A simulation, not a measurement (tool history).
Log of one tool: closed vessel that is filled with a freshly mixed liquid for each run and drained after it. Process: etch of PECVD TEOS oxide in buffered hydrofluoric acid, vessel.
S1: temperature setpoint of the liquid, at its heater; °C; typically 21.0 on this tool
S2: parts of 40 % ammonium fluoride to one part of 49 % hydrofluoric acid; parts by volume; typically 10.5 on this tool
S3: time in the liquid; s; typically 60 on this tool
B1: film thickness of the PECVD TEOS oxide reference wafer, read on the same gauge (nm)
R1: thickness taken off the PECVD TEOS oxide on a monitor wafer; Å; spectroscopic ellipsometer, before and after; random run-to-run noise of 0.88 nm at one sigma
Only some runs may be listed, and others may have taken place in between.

Run 1, hour 0.0: usual settings but S2 13.0 parts by volume; B1 99.99. Result: R1 1056.8 Å.
At hour 11.6: thermometer replaced.
Run 2, hour 39.5: usual settings but S2 13.0 parts by volume; B1 100.00. Result: R1 986.3 Å.
Run 3, hour 84.9: usual settings; B1 100.00. Result: R1 1215.5 Å.
Run 4, hour 125.5: usual settings but S1 24.0 °C, S3 80 s; B1 100.06. Result: R1 1965.5 Å.
Run 5, hour 181.2: usual settings but S1 24.0 °C, S3 80 s; B1 100.02. Result: R1 1980.8 Å.
At hour 214.9: gauge calibrated.
Run 6, hour 225.7: usual settings; B1 100.00. Result: R1 1270.3 Å.
Run 7, hour 285.5: usual settings but S2 8.0 parts by volume; B1 100.03. Result: R1 1643.2 Å.
Run 8, hour 343.7: usual settings but S2 8.0 parts by volume; B1 100.02. Result: R1 1647.8 Å.
Run 9, hour 405.1: usual settings but S2 8.0 parts by volume; B1 99.99. Result: R1 1675.3 Å.
At hour 412.0: hydrofluoric acid flow meter replaced.
Run 10, hour 467.8: usual settings; B1 99.98. Result: R1 1289.6 Å.
Run 11, hour 513.7: usual settings; B1 99.99. Result: R1 1288.2 Å.
Run 12, hour 564.4: usual settings but S1 19.0 °C, S2 12.0 parts by volume, S3 40 s; B1 100.03. Result: R1 679.9 Å.
Run 13, hour 610.3: usual settings but S3 45 s; B1 99.99. Result: R1 987.4 Å.
At hour 652.1: thermometer replaced.
Run 14, hour 659.9: usual settings but S1 17.0 °C, S2 12.5 parts by volume; B1 99.95. Result: R1 837.8 Å.
Run 15, hour 689.8: usual settings but S3 35 s; B1 100.00. Result: R1 724.0 Å.
Run 16, hour 719.4: usual settings; B1 99.99. Result: R1 1273.9 Å.
Run 17, hour 912.5: usual settings but S2 13.0 parts by volume; B1 100.01. Result: R1 1055.3 Å.
Run 18, hour 971.5: usual settings but S2 13.5 parts by volume, S3 85 s; B1 99.97. Result: R1 1473.6 Å.
At hour 979.0: hydrofluoric acid flow meter replaced.
Run 19, hour 1003.5: usual settings; B1 99.99. Result: R1 1272.9 Å.
Run 20, hour 1034.2: usual settings but S1 17.5 °C, S2 14.0 parts by volume; B1 100.02. Result: R1 797.9 Å.
Run 21, hour 1081.1: usual settings; B1 99.96. Result: R1 1285.3 Å.
Run 22, hour 1146.7: usual settings; B1 99.97. Result: R1 1299.9 Å.
Run 23, hour 1184.3: usual settings but S1 17.5 °C, S2 13.5 parts by volume, S3 90 s; B1 100.02. Result: R1 1275.0 Å.
Run 24, hour 1234.5: usual settings; B1 100.01. Result: R1 1333.0 Å.
Run 25, hour 1342.4: usual settings but S1 17.5 °C, S2 13.5 parts by volume, S3 90 s; B1 100.01. Result: R1 1299.8 Å.
At hour 1373.1: thermometer replaced.
Run 26, hour 1378.8: usual settings; B1 100.03. Result: R1 1239.2 Å.
Run 27, hour 1536.1: usual settings but S1 24.0 °C, S2 8.5 parts by volume, S3 80 s; B1 99.99. Result: R1 2446.6 Å.
Run 28, hour 1569.4: usual settings but S1 18.5 °C, S2 8.0 parts by volume, S3 70 s; B1 99.94. Result: R1 1666.5 Å.
At hour 1595.7: hydrofluoric acid flow meter replaced.
Run 29, hour 1633.2: usual settings but S1 17.5 °C, S2 13.5 parts by volume, S3 75 s; B1 99.99. Result: R1 1014.5 Å.
Run 30, hour 1682.3: usual settings but S2 13.5 parts by volume, S3 80 s; B1 100.05. Result: R1 1304.2 Å.

Run 31 comes next. What will it give?
Run 31, hour 1734.0: usual settings; B1 ?. Result: R1 ?.

B1: 100.00
R1: 1260.3 Å
Were there no unlogged condition in the tool, this run, its random variation unchanged, would have produced R1 1193.5 Å.

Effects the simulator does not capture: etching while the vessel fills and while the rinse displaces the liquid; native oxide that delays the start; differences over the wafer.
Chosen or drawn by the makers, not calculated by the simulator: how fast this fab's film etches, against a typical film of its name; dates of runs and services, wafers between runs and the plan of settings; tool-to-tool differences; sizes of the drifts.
